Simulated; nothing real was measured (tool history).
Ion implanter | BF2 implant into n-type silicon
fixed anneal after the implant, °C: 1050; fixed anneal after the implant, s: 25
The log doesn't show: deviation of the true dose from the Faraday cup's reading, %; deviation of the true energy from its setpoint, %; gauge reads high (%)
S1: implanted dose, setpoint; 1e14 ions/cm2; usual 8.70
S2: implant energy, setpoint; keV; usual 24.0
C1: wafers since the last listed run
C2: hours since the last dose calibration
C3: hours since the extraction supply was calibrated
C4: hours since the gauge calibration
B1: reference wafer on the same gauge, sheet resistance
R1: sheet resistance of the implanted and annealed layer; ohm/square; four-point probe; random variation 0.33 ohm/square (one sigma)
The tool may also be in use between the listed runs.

| run | day | S1 | S2 | C1 | C2 | C3 | C4 | B1 | R1 |
|---|---|---|---|---|---|---|---|---|---|
| 1 | 0.000 | 9.31 | 21.5 | 0 | 2154.4 | 6013.4 | 128.9 | 130.06 | 148.50 |
| 2 | 0.883 | 9.31 | 21.5 | 211 | 2175.6 | 6034.6 | 150.1 | 129.94 | 148.84 |
| 3 | 1.592 | 8.70 | 24.0 | 169 | 2192.6 | 6051.6 | 167.1 | 130.08 | 151.36 |
| 4 | 2.992 | 9.85 | 18.0 | 335 | 2226.2 | 6085.2 | 200.7 | 129.92 | 149.50 |
| 5 | 4.421 | 9.85 | 18.0 | 342 | 2260.5 | 6119.5 | 235.0 | 129.92 | 149.35 |
| 6 | 5.912 | 9.85 | 18.0 | 357 | 2296.3 | 6155.3 | 270.8 | 130.04 | 149.02 |
| 7 | 6.583 | 8.70 | 24.0 | 160 | 2312.4 | 6171.4 | 286.9 | 129.85 | 151.82 |
| 8 | 8.071 | 8.70 | 24.0 | 356 | 2348.1 | 6207.1 | 322.6 | 130.03 | 151.21 |
|  | 8.508 | extraction supply calibrated |
| 9 | 8.867 | 8.70 | 24.0 | 110 | 2367.2 | 8.6 | 341.7 | 129.97 | 151.37 |
| 10 | 9.592 | 8.70 | 24.0 | 173 | 2384.6 | 26.0 | 359.1 | 129.86 | 151.56 |
| 11 | 10.338 | 8.70 | 18.0 | 178 | 2402.5 | 43.9 | 377.0 | 129.99 | 160.53 |
| 12 | 11.688 | 8.70 | 18.0 | 323 | 2434.9 | 76.3 | 409.4 | 130.05 | 160.33 |
| 13 | 12.346 | 8.70 | 18.0 | 157 | 2450.7 | 92.1 | 425.2 | 130.09 | 160.42 |
|  | 12.954 | Faraday cup replaced and dose calibrated |
| 14 | 16.496 | 10.70 | 29.0 | 915 | 85.0 | 191.7 | 524.8 | 130.10 | 130.89 |
|  | 17.400 | gauge calibrated |
| 15 | 17.479 | 6.11 | 18.5 | 235 | 108.6 | 215.3 | 1.9 | 129.99 | 214.47 |
| 16 | 18.100 | 7.38 | 30.0 | 148 | 123.5 | 230.2 | 16.8 | 130.00 | 173.86 |
| 17 | 18.792 | 6.83 | 29.0 | 165 | 140.1 | 246.8 | 33.4 | 130.06 | 186.89 |
| 18 | 19.746 | 10.66 | 28.0 | 228 | 163.0 | 269.7 | 56.3 | 129.94 | 132.19 |
| 19 | 20.621 | 8.70 | 24.0 | 209 | 184.0 | 290.7 | 77.3 | 130.07 | 157.77 |
| 20 | 22.025 | 8.70 | 29.5 | 336 | 217.7 | 324.4 | 111.0 | 129.96 | 152.28 |
| 21 | 22.608 | 7.26 | 20.5 | 139 | 231.7 | 338.4 | 125.0 | 129.98 | 185.07 |
| 22 | 23.758 | 10.49 | 28.0 | 275 | 259.3 | 366.0 | 152.6 | 130.04 | 133.09 |
| 23 | 24.317 | 8.70 | 24.0 | 133 | 272.7 | 379.4 | 166.0 | 129.94 | 157.03 |
| 24 | 25.133 | 8.70 | 24.0 | 195 | 292.3 | 399.0 | 185.6 | 129.98 | 157.12 |
| 25 | 26.383 | 6.11 | 19.0 | 299 | 322.3 | 429.0 | 215.6 | 129.98 | 213.05 |
| 26 | 27.192 | 7.77 | 24.0 | 193 | 341.7 | 448.4 | 235.0 | 129.99 | 171.09 |

What the log doesn't show, run by run:
deviation of the true energy from its setpoint, %: 0 in every run
gauge reads high (%): 0 in every run
H1: deviation of the true dose from the Faraday cup's reading, %
| run | H1 |
|---|---|
| 1 | 4.89 |
| 2 | 4.94 |
| 3 | 4.97 |
| 4 | 5.05 |
| 5 | 5.12 |
| 6 | 5.2 |
| 7 | 5.24 |
| 8 | 5.32 |
| 9 | 5.36 |
| 10 | 5.4 |
| 11 | 5.44 |
| 12 | 5.51 |
| 13 | 5.55 |
| 14 | -0.195 |
| 15 | -0.143 |
| 16 | -0.109 |
| 17 | -0.0727 |
| 18 | -0.0219 |
| 19 | 0.0247 |
| 20 | 0.0995 |
| 21 | 0.131 |
| 22 | 0.192 |
| 23 | 0.221 |
| 24 | 0.265 |
| 25 | 0.331 |
| 26 | 0.374 |

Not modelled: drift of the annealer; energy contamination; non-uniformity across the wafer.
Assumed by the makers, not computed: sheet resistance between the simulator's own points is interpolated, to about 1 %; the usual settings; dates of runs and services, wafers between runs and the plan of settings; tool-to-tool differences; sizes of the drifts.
